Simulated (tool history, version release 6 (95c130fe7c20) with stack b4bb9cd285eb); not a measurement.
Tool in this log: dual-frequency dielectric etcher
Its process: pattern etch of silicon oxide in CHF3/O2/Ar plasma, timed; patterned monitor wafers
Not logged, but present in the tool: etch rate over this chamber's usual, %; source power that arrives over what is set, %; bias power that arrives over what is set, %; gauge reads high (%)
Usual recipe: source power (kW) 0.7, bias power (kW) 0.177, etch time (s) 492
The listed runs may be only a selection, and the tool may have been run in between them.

| run | day | source power (kW) | bias power (kW) | etch time (s) | wafers since the last listed run | hours since the last wet clean | hours since the last source power generator calibration | hours since the last bias power generator calibration | hours since the last upper electrode change | hours since the gauge calibration | read-back reference wafer on the same gauge, depth_nm | mean etch depth across the wafer (Å) |
|---|---|---|---|---|---|---|---|---|---|---|---|---|
| 1 | 0 | 0.7 | 0.16 | 492 | 0 | 197.9 | 2615.3 | 3398.8 | 3503.9 | 155 | 857.2 | 8887 |
| 2 | 1.183 | 0.7 | 0.16 | 492 | 136 | 226.3 | 2643.7 | 3427.2 | 3532.3 | 183.4 | 858.8 | 8776 |
| 3 | 3.504 | 0.7 | 0.16 | 492 | 268 | 282 | 2699.4 | 3482.9 | 3588 | 239.1 | 856.3 | 8739 |
|  | 6.704 | wet clean of the chamber |
| 4 | 6.725 | 0.7 | 0.177 | 492 | 256 | 0.5 | 2776.7 | 3560.2 | 3665.3 | 316.4 | 856.9 | 9553 |
| 5 | 14.121 | 0.7 | 0.177 | 492 | 854 | 178 | 2954.2 | 3737.7 | 3842.8 | 493.9 | 856.6 | 9368 |
| 6 | 16.121 | 0.66 | 0.177 | 492 | 230 | 226 | 3002.2 | 3785.7 | 3890.8 | 541.9 | 857 | 9048 |
| 7 | 18.108 | 0.66 | 0.177 | 492 | 229 | 273.7 | 3049.9 | 3833.4 | 3938.5 | 589.6 | 856.9 | 8951 |
| 8 | 20.888 | 0.66 | 0.177 | 492 | 320 | 340.4 | 3116.6 | 3900.1 | 4005.2 | 656.3 | 856.5 | 8824 |
| 9 | 21.938 | 0.7 | 0.177 | 492 | 121 | 365.6 | 3141.8 | 3925.3 | 4030.4 | 681.5 | 856 | 9123 |
|  | 22.229 | gauge calibrated |
|  | 23.708 | bias power generator calibrated |
|  | 23.804 | wet clean of the chamber |
| 10 | 24.688 | 0.7 | 0.177 | 349.5 | 287 | 21.2 | 3207.8 | 23.5 | 4096.4 | 59 | 857.3 | 6746 |
|  | 25.408 | source power generator calibrated |
|  | 26.138 | upper electrode replaced |
| 11 | 26.521 | 0.7 | 0.177 | 492 | 108 | 65.2 | 26.7 | 67.5 | 9.2 | 103 | 857.2 | 9428 |
| 12 | 27.592 | 0.88 | 0.134 | 425.5 | 123 | 90.9 | 52.4 | 93.2 | 34.9 | 128.7 | 856.7 | 7576 |
| 13 | 29.429 | 0.7 | 0.148 | 492 | 212 | 135 | 96.5 | 137.3 | 79 | 172.8 | 858 | 8423 |
| 14 | 30.792 | 0.65 | 0.193 | 637 | 157 | 167.7 | 129.2 | 170 | 111.7 | 205.5 | 856.2 | 12259 |
| 15 | 32.196 | 0.78 | 0.177 | 542.5 | 162 | 201.4 | 162.9 | 203.7 | 145.4 | 239.2 | 856.6 | 10681 |
| 16 | 33.954 | 0.52 | 0.135 | 554 | 203 | 243.6 | 205.1 | 245.9 | 187.6 | 281.4 | 857.5 | 7993 |
| 17 | 36.379 | 0.7 | 0.177 | 574 | 280 | 301.8 | 263.3 | 304.1 | 245.8 | 339.6 | 858.3 | 10595 |
| 18 | 38.271 | 0.7 | 0.177 | 492 | 218 | 347.2 | 308.7 | 349.5 | 291.2 | 385 | 857.8 | 8967 |
| 19 | 39.475 | 0.82 | 0.143 | 615 | 139 | 376.1 | 337.6 | 378.4 | 320.1 | 413.9 | 856.8 | 10584 |

Entry by entry between the runs, the difference in hidden state between the last listed run before and the first listed run after:
Logged between run 3 and run 4: wet clean of the chamber (day 6.704)
  etch rate over this chamber's usual, %: -3.62 -> -0.399
  the result without the hidden state subtracted from the measured one, mean etch depth across the wafer (Å): -329 -> -38
Logged between run 9 and run 10: gauge calibrated (day 22.229); bias power generator calibrated (day 23.708); wet clean of the chamber (day 23.804)
  etch rate over this chamber's usual, %: -5.41 -> -1.13
  the result without the hidden state subtracted from the measured one, mean etch depth across the wafer (Å): -522 -> -77
Logged between run 10 and run 11: source power generator calibrated (day 25.408); upper electrode replaced (day 26.138)
  etch rate over this chamber's usual, %: -1.13 -> -1.74
  the result without the hidden state subtracted from the measured one, mean etch depth across the wafer (Å): -77 -> -167
